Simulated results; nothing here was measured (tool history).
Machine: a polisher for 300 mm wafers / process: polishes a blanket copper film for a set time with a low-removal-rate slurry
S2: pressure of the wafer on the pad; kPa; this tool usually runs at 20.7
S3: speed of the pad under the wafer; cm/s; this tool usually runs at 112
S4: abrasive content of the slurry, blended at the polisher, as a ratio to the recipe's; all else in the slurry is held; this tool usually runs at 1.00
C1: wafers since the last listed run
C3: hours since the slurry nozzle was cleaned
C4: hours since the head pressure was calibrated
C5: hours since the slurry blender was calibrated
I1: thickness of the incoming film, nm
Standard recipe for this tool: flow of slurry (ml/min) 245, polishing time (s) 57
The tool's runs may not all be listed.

Run 1, hour 0.0: usual settings but flow of slurry (ml/min) 290, S3 120 cm/s; C1 0; wafers polished on this pad 2677; C3 441.6; C4 258.8; C5 174.0; I1 1246.1. Result: film removed (Å) 1963.
Run 2, hour 55.9: usual settings; C1 868; wafers polished on this pad 3546; C3 497.5; C4 314.7; C5 229.9; I1 1247.3. Result: film removed (Å) 1848.
At hour 107.8: slurry nozzle cleaned.
At hour 111.5: head pressure recalibrated.
Run 3, hour 119.8: usual settings; C1 946; wafers polished on this pad 4493; C3 12.0; C4 8.3; C5 293.8; I1 1254.6. Result: film removed (Å) 1818.
Run 4, hour 175.0: usual settings; C1 858; wafers polished on this pad 5351; C3 67.2; C4 63.5; C5 349.0; I1 1233.5. Result: film removed (Å) 1810.
At hour 220.8: worn pad replaced by a new one.
At hour 232.1: slurry blender recalibrated.
Run 5, hour 282.0: usual settings; C1 1570; wafers polished on this pad 921; C3 174.2; C4 170.5; C5 49.9; I1 1256.8. Result: film removed (Å) 1903.
Run 6, hour 325.4: usual settings but flow of slurry (ml/min) 270; C1 674; wafers polished on this pad 1595; C3 217.6; C4 213.9; C5 93.3; I1 1237.7. Result: film removed (Å) 1924.
Run 7, hour 423.4: usual settings but flow of slurry (ml/min) 270; C1 1523; wafers polished on this pad 3119; C3 315.6; C4 311.9; C5 191.3; I1 1264.7. Result: film removed (Å) 1925.
At hour 533.0: worn pad replaced by a new one.
At hour 542.9: head pressure recalibrated.
At hour 614.5: slurry nozzle cleaned.
At hour 621.2: slurry blender recalibrated.
Run 8, hour 646.1: usual settings but flow of slurry (ml/min) 270; C1 3322; wafers polished on this pad 1680; C3 31.6; C4 103.2; C5 24.9; I1 1216.7. Result: film removed (Å) 1724.
Run 9, hour 715.4: usual settings; C1 1077; wafers polished on this pad 2757; C3 100.9; C4 172.5; C5 94.2; I1 1220.3. Result: film removed (Å) 1722.
Run 10, hour 833.0: usual settings; C1 1828; wafers polished on this pad 4585; C3 218.5; C4 290.1; C5 211.8; I1 1257.0. Result: film removed (Å) 1649.
At hour 896.3: slurry blender recalibrated, repeated, since the last time left the tool worse.
Run 11, hour 919.5: usual settings; C1 1313; wafers polished on this pad 5899; C3 305.0; C4 376.6; C5 23.2; I1 1253.7. Result: film removed (Å) 1909.
At hour 926.2: worn pad replaced by a new one.
At hour 933.0: head pressure recalibrated.
Run 12, hour 1091.1: usual settings but flow of slurry (ml/min) 200, S2 17.9 kPa, S3 80 cm/s, S4 1.25; C1 2574; wafers polished on this pad 2532; C3 476.6; C4 158.1; C5 194.8; I1 1240.9. Result: film removed (Å) 1431.
At hour 1144.7: slurry nozzle cleaned.
Run 13, hour 1148.0: usual settings but S2 15.2 kPa, S4 0.75; C1 868; wafers polished on this pad 3401; C3 3.3; C4 215.0; C5 251.7; I1 1218.5. Result: film removed (Å) 1247.
Run 14, hour 1210.5: usual settings but polishing time (s) 38; C1 971; wafers polished on this pad 4373; C3 65.8; C4 277.5; C5 314.2; I1 1256.0. Result: film removed (Å) 1209.
Run 15, hour 1289.6: usual settings; C1 1229; wafers polished on this pad 5603; C3 144.9; C4 356.6; C5 393.3; I1 1240.1. Result: film removed (Å) 1776.
At hour 1298.2: head pressure recalibrated.
At hour 1298.6: slurry blender recalibrated.
At hour 1312.6: worn pad replaced by a new one.
Run 16, hour 1357.6: usual settings but S2 18.6 kPa; C1 956; wafers polished on this pad 699; C3 212.9; C4 59.4; C5 59.0; I1 1246.9. Result: film removed (Å) 1723.
Run 17, hour 1426.4: usual settings but flow of slurry (ml/min) 275, S4 1.10, polishing time (s) 64; C1 1069; wafers polished on this pad 1768; C3 281.7; C4 128.2; C5 127.8; I1 1259.6. Result: film removed (Å) 2207.
Run 18, hour 1465.5: usual settings but S2 16.5 kPa; C1 607; wafers polished on this pad 2376; C3 320.8; C4 167.3; C5 166.9; I1 1228.4. Result: film removed (Å) 1520.
Run 19, hour 1569.1: usual settings; C1 1610; wafers polished on this pad 3986; C3 424.4; C4 270.9; C5 270.5; I1 1228.9. Result: film removed (Å) 1851.
Run 20, hour 1629.9: usual settings but flow of slurry (ml/min) 175, S4 0.80; C1 945; wafers polished on this pad 4932; C3 485.2; C4 331.7; C5 331.3; I1 1254.3. Result: film removed (Å) 1653.
At hour 1657.3: head pressure recalibrated.
At hour 1661.5: slurry blender recalibrated.
At hour 1678.5: worn pad replaced by a new one.
Run 21, hour 1689.5: usual settings but flow of slurry (ml/min) 205, S2 13.8 kPa, S3 126 cm/s, S4 0.80; C1 802; wafers polished on this pad 171; C3 544.8; C4 32.2; C5 28.0; I1 1248.6. Result: film removed (Å) 1295.
At hour 1703.0: slurry nozzle cleaned.
Run 22, hour 1786.0: usual settings but flow of slurry (ml/min) 220, S2 15.2 kPa, polishing time (s) 64; C1 1484; wafers polished on this pad 1655; C3 83.0; C4 128.7; C5 124.5; I1 1226.1. Result: film removed (Å) 1581.

Branching from run 22: 4 alternative next runs. What would each branch give?
Run A, hour 1786.4: usual settings; C1 6; wafers polished on this pad 1661; C3 83.4; C4 129.1; C5 124.9; I1 1256.3. Result: film removed (Å) ?.
Run B, hour 1786.4: usual settings but flow of slurry (ml/min) 165, S2 16.5 kPa, S3 98 cm/s, S4 1.15; C1 6; wafers polished on this pad 1661; C3 83.4; C4 129.1; C5 124.9; I1 1256.3. Result: film removed (Å) ?.
Run C, hour 1786.4: usual settings but S4 0.85; C1 6; wafers polished on this pad 1661; C3 83.4; C4 129.1; C5 124.9; I1 1256.3. Result: film removed (Å) ?.
Run D, hour 1786.4: usual settings but S3 124 cm/s, S4 0.90; C1 6; wafers polished on this pad 1661; C3 83.4; C4 129.1; C5 124.9; I1 1256.3. Result: film removed (Å) ?.

run  film removed (Å)
  A              1924
  B              1432
  C              1840
  D              1990
The same runs, with their run-to-run variation unchanged, on a tool lacking any hidden condition would have given:
run  film removed (Å)
  A              1942
  B              1446
  C              1857
  D              2008

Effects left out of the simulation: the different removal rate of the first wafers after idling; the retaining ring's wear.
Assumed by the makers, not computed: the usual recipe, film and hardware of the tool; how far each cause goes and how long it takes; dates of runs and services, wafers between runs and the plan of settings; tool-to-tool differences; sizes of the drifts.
